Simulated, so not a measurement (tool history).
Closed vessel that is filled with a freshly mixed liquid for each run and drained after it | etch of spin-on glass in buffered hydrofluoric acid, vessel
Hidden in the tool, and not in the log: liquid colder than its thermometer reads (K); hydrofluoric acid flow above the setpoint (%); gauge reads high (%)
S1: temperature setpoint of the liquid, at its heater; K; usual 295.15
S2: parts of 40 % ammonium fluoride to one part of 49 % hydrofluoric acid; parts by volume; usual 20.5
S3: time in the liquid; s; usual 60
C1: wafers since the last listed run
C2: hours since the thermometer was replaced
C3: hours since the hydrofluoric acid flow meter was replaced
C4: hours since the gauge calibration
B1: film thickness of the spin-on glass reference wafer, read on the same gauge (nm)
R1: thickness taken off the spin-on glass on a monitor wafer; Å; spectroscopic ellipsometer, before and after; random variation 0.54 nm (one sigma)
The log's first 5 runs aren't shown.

run    hour      S1    S2  S3     C1      C2     C3      C4     B1     R1
  6   357.8  295.15  20.5  60   4036   172.6   75.9   391.4  79.36  564.4
  7   402.6  295.15  20.5  60   5530   217.4  120.7   436.2  79.25  558.8
  8   473.8  295.15  20.5  60   8788   288.6  191.9   507.4  79.06  576.1
  9   543.7  295.15  20.5  60   8628   358.5  261.8   577.3  78.95  555.5
 10     605  295.15  20.5  40   7566   419.8  323.1   638.6  78.74    370
 11   642.3  295.15    15  60   4604   457.1  360.4   675.9  78.68    754
 12   712.3  295.15  20.5  45   8640   527.1  430.4   745.9  78.43  419.8
 13   739.6  295.15  20.5  60   3369   554.4  457.7   773.2  78.36  557.8
 14   808.5  291.15  14.5  60   8504   623.3  526.6   842.1  78.08  624.8
 15   847.1  292.15  20.5  50   4764   661.9  565.2   880.7  77.96    386
 16   910.7  297.15  20.5  80   7850   725.5  628.8   944.3  77.68    820
 17   960.2  295.15  20.5  60   6110     775  678.3   993.8  77.47  562.2
 18  1022.9  298.15    16  30   7739   837.7    741  1056.5   77.2  414.5
 19  1091.9  295.15  20.5  60   8517   906.7    810  1125.5  76.84  556.9
     1186.9  -- hydrofluoric acid flow meter replaced
 20  1240.4  290.15  20.5  75  18207  1055.2   53.5    1274  76.08  500.5
 21  1292.1  295.15  13.5  60   6381  1106.9  105.2  1325.7  75.76  823.2
 22  1331.4  292.15    28  85   4851  1146.2  144.5    1365  75.52  513.8
 23  1372.1  295.15    23  40   5023  1186.9  185.2  1405.7  75.25  326.8
     1382.2  -- gauge calibrated
 24  1432.7  293.65  20.5  60   7480  1247.5  245.8    50.5  79.85  530.9

The next listed run, before its measurement:
     1458.5  -- thermometer replaced
 25  1489.8  295.15  20.5  60  6924  31.3  302.9  107.6   ?   ?

B1: 79.78
R1: 568 Å
Without the tool's hidden state the same run would have given R1 569.6 Å.

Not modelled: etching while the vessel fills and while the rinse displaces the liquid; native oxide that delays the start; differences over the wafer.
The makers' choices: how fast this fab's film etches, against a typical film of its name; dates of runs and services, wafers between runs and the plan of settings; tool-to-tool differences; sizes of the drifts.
